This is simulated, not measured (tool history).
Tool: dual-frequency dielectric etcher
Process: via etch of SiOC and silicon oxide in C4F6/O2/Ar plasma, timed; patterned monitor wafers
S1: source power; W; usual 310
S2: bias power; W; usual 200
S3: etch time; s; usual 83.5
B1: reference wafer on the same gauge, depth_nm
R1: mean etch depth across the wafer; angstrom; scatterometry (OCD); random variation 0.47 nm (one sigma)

run,hour,S1,S2,S3,B1,R1
1,0,310,182,89,100,952
2,14.2,310,200,83.5,99.9,938
3,24.7,330,200,83.5,100,968
4,33.6,310,200,83.5,99.8,950
5,51.4,310,200,83.5,99.9,934
6,63.6,310,200,83.5,99.9,938
7,81.1,310,200,83.5,99.8,943
8,87.7,310,200,83.5,99.9,940
# hour 118: upper electrode replaced
9,118.5,310,226,83.5,100,996
10,120,310,226,83.5,99.9,993
# hour 132.7: source power generator calibrated
# hour 137.1: bias power generator calibrated
11,137.6,310,226,83.5,100,1008
12,142.1,310,200,83.5,99.8,954
# hour 160.2: gauge calibrated
# hour 201.7: wet clean of the chamber
13,202.2,260,200,83.5,99.8,837
14,202.5,240,219,59,99.9,594
15,207.3,350,215,90.5,99.8,1106
16,215.4,280,200,76,100,796
17,228.3,310,154,83.5,99.9,818
18,235.6,310,200,83.5,100.1,927
19,252.6,330,200,83.5,99.9,963
20,270.1,310,226,83.5,99.9,973
21,287.9,370,200,104.5,99.9,1279
22,305.7,380,222,67,99.7,873
23,316.7,250,175,76.5,99.9,707
24,324.9,310,200,73,99.8,822
25,338.6,310,243,60,99.9,735
26,352.4,310,200,83.5,100,936
27,362.4,310,200,83.5,99.9,931
28,369.9,370,235,64.5,99.9,850
29,377.8,310,245,107,99.8,1317

Forecast each of these 5 alternatives for the next run:
A,378.2,310,172,83.5,?,?
B,378.2,310,158,83.5,?,?
C,378.2,310,150,66.5,?,?
D,378.2,230,200,97.5,?,?
E,378.2,350,249,92,?,?

run,B1,R1
A,99.9,876
B,99.9,841
C,99.9,653
D,99.9,928
E,99.9,1219
Without the tool's hidden state the same runs would have given:
run,R1
A,864
B,830
C,644
D,915
E,1203
